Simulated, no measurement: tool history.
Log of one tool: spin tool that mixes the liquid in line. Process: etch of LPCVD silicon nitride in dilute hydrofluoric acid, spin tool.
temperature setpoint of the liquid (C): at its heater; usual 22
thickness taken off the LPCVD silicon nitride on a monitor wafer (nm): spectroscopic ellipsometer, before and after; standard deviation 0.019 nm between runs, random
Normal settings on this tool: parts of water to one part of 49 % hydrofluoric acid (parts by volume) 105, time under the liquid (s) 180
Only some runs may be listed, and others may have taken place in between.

run   hour  temperature setpoint of the liquid (C)  parts of water to one part of 49 % hydrofluoric acid (parts by volume)  time under the liquid (s)  wafers since the last listed run  hours since the thermometer was replaced  hours since the hydrofluoric acid flow meter was replaced  hours since the gauge calibration  read-back film thickness of the LPCVD silicon nitride reference wafer, read on the same gauge (nm)  thickness taken off the LPCVD silicon nitride on a monitor wafer (nm)
  1      0                                      22                                                                     105                        265                                 0                                    2664.7                                                      832.8                              179.9                                                                                              49.981                                                                  1.073
  2   22.9                                      22                                                                     105                        265                               105                                    2687.6                                                      855.7                              202.8                                                                                               49.98                                                                  1.025
  3   48.6                                      22                                                                     105                        265                               118                                    2713.3                                                      881.4                              228.5                                                                                              49.978                                                                  1.051
  4   64.6                                      22                                                                     105                        180                                73                                    2729.3                                                      897.4                              244.5                                                                                              49.961                                                                  0.733
  5   94.1                                      22                                                                     105                        180                               136                                    2758.8                                                      926.9                                274                                                                                              49.984                                                                  0.758
  6  129.8                                      22                                                                     105                        180                               164                                    2794.5                                                      962.6                              309.7                                                                                              49.992                                                                  0.713
  7  144.1                                      22                                                                     105                        180                                65                                    2808.8                                                      976.9                                324                                                                                              50.007                                                                  0.751
     145.9  -- hydrofluoric acid flow meter replaced
  8  161.9                                      22                                                                     105                        180                                77                                    2826.6                                                         16                              341.8                                                                                              49.984                                                                  0.746
  9    194                                      22                                                                     105                        180                               148                                    2858.7                                                       48.1                              373.9                                                                                              50.012                                                                  0.719
     209.6  -- gauge calibrated
 10  220.5                                      24                                                                     120                        270                               122                                    2885.2                                                       74.6                               10.9                                                                                              49.982                                                                  1.106
 11  242.5                                      26                                                                     105                        180                               101                                    2907.2                                                       96.6                               32.9                                                                                                  50                                                                  0.947
 12  263.2                                    18.5                                                                     105                        180                                95                                    2927.9                                                      117.3                               53.6                                                                                              49.993                                                                  0.585
     270.9  -- thermometer replaced
 13  286.5                                      22                                                                     105                        180                               102                                      15.6                                                      140.6                               76.9                                                                                              50.016                                                                  0.751
 14    316                                      25                                                                     105                         75                               136                                      45.1                                                      170.1                              106.4                                                                                              49.978                                                                  0.368
 15  342.7                                      22                                                                     105                        180                               123                                      71.8                                                      196.8                              133.1                                                                                              50.008                                                                  0.707

The next listed run, before its measurement:
 16   370                                      26                                                                      75                        120                               125                                      99.1                                                      224.1                              160.4                                                                                                   ?                                                                      ?

For run 16 the tool returned read-back film thickness of the LPCVD silicon nitride reference wafer, read on the same gauge (nm) 50.012, thickness taken off the LPCVD silicon nitride on a monitor wafer (nm) 0.863.
Take away the tool's hidden state, keep the run-to-run variation as it was, and the same run would have given thickness taken off the LPCVD silicon nitride on a monitor wafer (nm) 0.863.
